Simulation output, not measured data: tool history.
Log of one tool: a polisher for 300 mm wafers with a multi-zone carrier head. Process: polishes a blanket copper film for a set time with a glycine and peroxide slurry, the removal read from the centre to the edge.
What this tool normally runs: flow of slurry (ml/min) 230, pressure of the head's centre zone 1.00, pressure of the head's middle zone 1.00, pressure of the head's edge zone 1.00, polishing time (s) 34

run,hour,flow of slurry (ml/min),pressure of the head's centre zone,pressure of the head's middle zone,pressure of the head's edge zone,polishing time (s),"incoming thickness of the incoming film, nm",film removed at the wafer's centre (angstrom),film removed at mid-radius (angstrom),film removed at the wafer's edge (angstrom)
1,0.0,230,1.09,1.00,1.00,34,1809.0,1838,1723,1670
2,65.1,230,1.00,1.10,1.00,23,1836.4,1128,1280,1115
3,114.6,230,1.00,1.00,1.00,34,1828.1,1665,1682,1651
4,150.8,160,1.06,1.11,1.00,27,1819.3,1278,1369,1268
# hour 166.9: edge zone pressure recalibrated
5,198.9,230,1.00,1.00,1.00,34,1780.5,1613,1688,1605
6,251.0,230,0.89,1.05,1.04,28,1810.7,1200,1419,1368
# hour 297.0: centre zone pressure recalibrated
7,303.7,230,1.00,1.00,1.11,43,1789.4,2049,2051,2110
8,345.1,230,1.00,1.00,1.12,34,1805.6,1632,1646,1642
9,370.0,230,1.00,1.00,1.00,46,1787.9,2145,2145,2165
# hour 384.0: slurry nozzle cleaned
10,405.6,230,1.00,1.00,1.00,34,1789.5,1602,1657,1548
11,459.2,230,1.07,1.00,0.90,27,1801.3,1307,1298,1163
12,484.5,195,0.94,1.00,1.00,43,1778.0,1786,1978,1893
# hour 528.3: worn pad replaced by a new one
13,552.4,230,1.00,1.00,1.00,34,1789.8,1641,1712,1628
14,708.1,230,1.00,1.00,1.00,45,1803.9,2090,2197,2117
15,770.1,230,1.00,1.00,1.11,34,1818.3,1585,1626,1656
16,795.7,230,1.00,0.89,0.92,34,1789.6,1558,1521,1515
17,837.4,230,1.00,1.00,1.00,34,1783.5,1549,1607,1561
18,894.6,230,1.00,1.00,1.12,34,1809.5,1552,1598,1620
# hour 913.7: carrier head's membrane replaced by a new one
19,939.1,290,1.00,1.00,1.00,34,1839.1,1567,1621,1534
20,990.2,230,1.00,1.00,1.12,34,1798.9,1531,1583,1576
21,1018.7,230,1.04,1.06,1.09,39,1834.5,1772,1884,1808
# hour 1073.1: edge zone pressure recalibrated
# hour 1132.2: slurry nozzle cleaned
# hour 1137.7: worn pad replaced by a new one
22,1165.7,230,1.00,1.00,1.00,34,1788.6,1702,1743,1695

Some steps in film removed at the wafer's centre (angstrom) between neighbouring runs. How much of each would the tool show without its hidden state too (settings, what came in, random variation), and how much is left for the hidden state, with any gauge scatter that isn't in both results?
Hidden state at play: removal rate lost through wear of the pad, %; slurry flow missing at the pad, %; deviation of the centre zone's pressure from its setpoint, %; deviation of the edge zone's pressure from its setpoint, %.
Run 1 -> 2: pressure of the head's centre zone 1.09 -> 1.00, pressure of the head's middle zone 1.00 -> 1.10, polishing time (s) 34 -> 23. film removed at the wafer's centre (angstrom) -710: hidden state -11, all else -699.
Run 6 -> 7: pressure of the head's centre zone 0.89 -> 1.00, pressure of the head's middle zone 1.05 -> 1.00, pressure of the head's edge zone 1.04 -> 1.11, polishing time (s) 28 -> 43, centre zone pressure recalibrated. film removed at the wafer's centre (angstrom) +849: hidden state -64, all else +913.
Run 12 -> 13: flow of slurry (ml/min) 195 -> 230, pressure of the head's centre zone 0.94 -> 1.00, polishing time (s) 43 -> 34, worn pad replaced by a new one. film removed at the wafer's centre (angstrom) -145: hidden state +118, all else -263.
Run 21 -> 22: pressure of the head's centre zone 1.04 -> 1.00, pressure of the head's middle zone 1.06 -> 1.00, pressure of the head's edge zone 1.09 -> 1.00, polishing time (s) 39 -> 34, edge zone pressure recalibrated, slurry nozzle cleaned, worn pad replaced by a new one. film removed at the wafer's centre (angstrom) -70: hidden state +218, all else -288.
